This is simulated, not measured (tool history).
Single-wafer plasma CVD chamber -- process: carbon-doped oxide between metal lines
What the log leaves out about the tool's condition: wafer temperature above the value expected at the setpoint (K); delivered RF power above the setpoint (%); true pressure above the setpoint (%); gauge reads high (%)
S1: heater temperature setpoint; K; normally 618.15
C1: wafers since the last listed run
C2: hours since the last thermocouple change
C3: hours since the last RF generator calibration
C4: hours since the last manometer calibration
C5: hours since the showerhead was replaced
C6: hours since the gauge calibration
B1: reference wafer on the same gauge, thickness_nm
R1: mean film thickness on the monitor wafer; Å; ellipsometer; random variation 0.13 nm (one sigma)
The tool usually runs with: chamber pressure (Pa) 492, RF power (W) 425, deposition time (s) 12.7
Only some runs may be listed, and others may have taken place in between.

{"run": 1, "hour": 0.0, "S1": 612.15, "chamber pressure (Pa)": 492, "RF power (W)": 425, "deposition time (s)": 12.7, "C1": 0, "C2": 38.0, "C3": 1642.0, "C4": 1979.5, "C5": 3800.6, "C6": 380.1, "B1": 49.199, "R1": 534.34}
{"hour": 11.8, "done": "showerhead replaced"}
{"run": 2, "hour": 12.3, "S1": 618.15, "chamber pressure (Pa)": 492, "RF power (W)": 425, "deposition time (s)": 12.7, "C1": 181, "C2": 50.3, "C3": 1654.3, "C4": 1991.8, "C5": 0.5, "C6": 392.4, "B1": 49.205, "R1": 521.61}
{"hour": 18.2, "done": "gauge calibrated"}
{"run": 3, "hour": 27.4, "S1": 618.15, "chamber pressure (Pa)": 492, "RF power (W)": 425, "deposition time (s)": 13.6, "C1": 636, "C2": 65.4, "C3": 1669.4, "C4": 2006.9, "C5": 15.6, "C6": 9.2, "B1": 49.217, "R1": 560.44}
{"run": 4, "hour": 44.3, "S1": 618.15, "chamber pressure (Pa)": 492, "RF power (W)": 425, "deposition time (s)": 12.7, "C1": 712, "C2": 82.3, "C3": 1686.3, "C4": 2023.8, "C5": 32.5, "C6": 26.1, "B1": 49.199, "R1": 524.7}
{"run": 5, "hour": 60.6, "S1": 618.15, "chamber pressure (Pa)": 492, "RF power (W)": 425, "deposition time (s)": 12.7, "C1": 687, "C2": 98.6, "C3": 1702.6, "C4": 2040.1, "C5": 48.8, "C6": 42.4, "B1": 49.206, "R1": 523.37}
{"run": 6, "hour": 70.4, "S1": 618.15, "chamber pressure (Pa)": 492, "RF power (W)": 425, "deposition time (s)": 12.7, "C1": 413, "C2": 108.4, "C3": 1712.4, "C4": 2049.9, "C5": 58.6, "C6": 52.2, "B1": 49.219, "R1": 522.38}
{"run": 7, "hour": 77.2, "S1": 618.15, "chamber pressure (Pa)": 492, "RF power (W)": 425, "deposition time (s)": 12.7, "C1": 286, "C2": 115.2, "C3": 1719.2, "C4": 2056.7, "C5": 65.4, "C6": 59.0, "B1": 49.231, "R1": 521.97}
{"run": 8, "hour": 91.2, "S1": 618.15, "chamber pressure (Pa)": 492, "RF power (W)": 425, "deposition time (s)": 12.7, "C1": 590, "C2": 129.2, "C3": 1733.2, "C4": 2070.7, "C5": 79.4, "C6": 73.0, "B1": 49.211, "R1": 522.87}
{"run": 9, "hour": 106.4, "S1": 618.15, "chamber pressure (Pa)": 492, "RF power (W)": 425, "deposition time (s)": 12.7, "C1": 640, "C2": 144.4, "C3": 1748.4, "C4": 2085.9, "C5": 94.6, "C6": 88.2, "B1": 49.201, "R1": 518.98}
{"run": 10, "hour": 121.1, "S1": 618.15, "chamber pressure (Pa)": 596, "RF power (W)": 425, "deposition time (s)": 13.8, "C1": 619, "C2": 159.1, "C3": 1763.1, "C4": 2100.6, "C5": 109.3, "C6": 102.9, "B1": 49.16, "R1": 575.72}
{"run": 11, "hour": 137.5, "S1": 630.15, "chamber pressure (Pa)": 401, "RF power (W)": 495, "deposition time (s)": 11.4, "C1": 691, "C2": 175.5, "C3": 1779.5, "C4": 2117.0, "C5": 125.7, "C6": 119.3, "B1": 49.192, "R1": 495.4}
{"hour": 155.1, "done": "RF generator calibrated"}
{"run": 12, "hour": 155.6, "S1": 608.15, "chamber pressure (Pa)": 492, "RF power (W)": 425, "deposition time (s)": 12.7, "C1": 425, "C2": 193.6, "C3": 0.5, "C4": 2135.1, "C5": 143.8, "C6": 137.4, "B1": 49.191, "R1": 561.2}
{"run": 13, "hour": 160.0, "S1": 607.15, "chamber pressure (Pa)": 492, "RF power (W)": 405, "deposition time (s)": 15.0, "C1": 185, "C2": 198.0, "C3": 4.9, "C4": 2139.5, "C5": 148.2, "C6": 141.8, "B1": 49.158, "R1": 640.5}
{"run": 14, "hour": 166.1, "S1": 618.15, "chamber pressure (Pa)": 492, "RF power (W)": 425, "deposition time (s)": 12.7, "C1": 257, "C2": 204.1, "C3": 11.0, "C4": 2145.6, "C5": 154.3, "C6": 147.9, "B1": 49.195, "R1": 540.96}
{"hour": 196.6, "done": "capacitance manometer re-zeroed and calibrated"}
{"run": 15, "hour": 197.1, "S1": 618.15, "chamber pressure (Pa)": 492, "RF power (W)": 425, "deposition time (s)": 12.7, "C1": 969, "C2": 235.1, "C3": 42.0, "C4": 0.5, "C5": 185.3, "C6": 178.9, "B1": 49.231, "R1": 542.46}
{"run": 16, "hour": 206.0, "S1": 618.15, "chamber pressure (Pa)": 375, "RF power (W)": 425, "deposition time (s)": 11.8, "C1": 375, "C2": 244.0, "C3": 50.9, "C4": 9.4, "C5": 194.2, "C6": 187.8, "B1": 49.204, "R1": 494.94}
{"run": 17, "hour": 219.7, "S1": 618.15, "chamber pressure (Pa)": 492, "RF power (W)": 480, "deposition time (s)": 12.7, "C1": 577, "C2": 257.7, "C3": 64.6, "C4": 23.1, "C5": 207.9, "C6": 201.5, "B1": 49.19, "R1": 589.08}
{"run": 18, "hour": 230.6, "S1": 609.15, "chamber pressure (Pa)": 569, "RF power (W)": 480, "deposition time (s)": 10.4, "C1": 459, "C2": 268.6, "C3": 75.5, "C4": 34.0, "C5": 218.8, "C6": 212.4, "B1": 49.23, "R1": 508.67}
{"run": 19, "hour": 244.1, "S1": 622.15, "chamber pressure (Pa)": 492, "RF power (W)": 400, "deposition time (s)": 12.7, "C1": 569, "C2": 282.1, "C3": 89.0, "C4": 47.5, "C5": 232.3, "C6": 225.9, "B1": 49.179, "R1": 510.27}
{"run": 20, "hour": 257.1, "S1": 618.15, "chamber pressure (Pa)": 492, "RF power (W)": 425, "deposition time (s)": 12.7, "C1": 548, "C2": 295.1, "C3": 102.0, "C4": 60.5, "C5": 245.3, "C6": 238.9, "B1": 49.147, "R1": 542.02}
{"run": 21, "hour": 266.1, "S1": 618.15, "chamber pressure (Pa)": 597, "RF power (W)": 360, "deposition time (s)": 12.7, "C1": 379, "C2": 304.1, "C3": 111.0, "C4": 69.5, "C5": 254.3, "C6": 247.9, "B1": 49.176, "R1": 486.54}
{"run": 22, "hour": 273.7, "S1": 618.15, "chamber pressure (Pa)": 492, "RF power (W)": 425, "deposition time (s)": 12.7, "C1": 320, "C2": 311.7, "C3": 118.6, "C4": 77.1, "C5": 261.9, "C6": 255.5, "B1": 49.252, "R1": 541.47}
{"run": 23, "hour": 286.7, "S1": 618.15, "chamber pressure (Pa)": 492, "RF power (W)": 425, "deposition time (s)": 11.5, "C1": 548, "C2": 324.7, "C3": 131.6, "C4": 90.1, "C5": 274.9, "C6": 268.5, "B1": 49.17, "R1": 489.63}
{"run": 24, "hour": 301.4, "S1": 618.15, "chamber pressure (Pa)": 492, "RF power (W)": 425, "deposition time (s)": 12.7, "C1": 619, "C2": 339.4, "C3": 146.3, "C4": 104.8, "C5": 289.6, "C6": 283.2, "B1": 49.209, "R1": 543.1}
{"run": 25, "hour": 308.6, "S1": 609.15, "chamber pressure (Pa)": 492, "RF power (W)": 425, "deposition time (s)": 13.8, "C1": 303, "C2": 346.6, "C3": 153.5, "C4": 112.0, "C5": 296.8, "C6": 290.4, "B1": 49.203, "R1": 608.13}
{"run": 26, "hour": 315.5, "S1": 618.15, "chamber pressure (Pa)": 492, "RF power (W)": 425, "deposition time (s)": 12.7, "C1": 290, "C2": 353.5, "C3": 160.4, "C4": 118.9, "C5": 303.7, "C6": 297.3, "B1": 49.206, "R1": 541.99}
{"run": 27, "hour": 328.1, "S1": 618.15, "chamber pressure (Pa)": 492, "RF power (W)": 425, "deposition time (s)": 12.7, "C1": 531, "C2": 366.1, "C3": 173.0, "C4": 131.5, "C5": 316.3, "C6": 309.9, "B1": 49.232, "R1": 542.36}
{"run": 28, "hour": 338.1, "S1": 631.15, "chamber pressure (Pa)": 492, "RF power (W)": 425, "deposition time (s)": 12.7, "C1": 421, "C2": 376.1, "C3": 183.0, "C4": 141.5, "C5": 326.3, "C6": 319.9, "B1": 49.193, "R1": 518.65}
{"run": 29, "hour": 352.8, "S1": 625.15, "chamber pressure (Pa)": 397, "RF power (W)": 355, "deposition time (s)": 10.5, "C1": 619, "C2": 390.8, "C3": 197.7, "C4": 156.2, "C5": 341.0, "C6": 334.6, "B1": 49.178, "R1": 376.37}
{"run": 30, "hour": 369.7, "S1": 607.15, "chamber pressure (Pa)": 492, "RF power (W)": 475, "deposition time (s)": 11.0, "C1": 712, "C2": 407.7, "C3": 214.6, "C4": 173.1, "C5": 357.9, "C6": 351.5, "B1": 49.142, "R1": 530.53}

Had the tool no unlogged condition, and each run kept its random variation, what would the results have been?
run=1 R1=555.78
run=2 R1=542.86
run=3 R1=583.71
run=4 R1=546.94
run=5 R1=545.99
run=6 R1=545.23
run=7 R1=544.99
run=8 R1=546.32
run=9 R1=542.68
run=10 R1=602.47
run=11 R1=515.61
run=12 R1=564.32
run=13 R1=644.06
run=14 R1=543.96
run=15 R1=545.48
run=16 R1=497.70
run=17 R1=591.93
run=18 R1=511.15
run=19 R1=513.16
run=20 R1=545.11
run=21 R1=489.44
run=22 R1=544.58
run=23 R1=492.47
run=24 R1=546.28
run=25 R1=611.71
run=26 R1=545.20
run=27 R1=545.60
run=28 R1=521.78
run=29 R1=378.76
run=30 R1=533.38

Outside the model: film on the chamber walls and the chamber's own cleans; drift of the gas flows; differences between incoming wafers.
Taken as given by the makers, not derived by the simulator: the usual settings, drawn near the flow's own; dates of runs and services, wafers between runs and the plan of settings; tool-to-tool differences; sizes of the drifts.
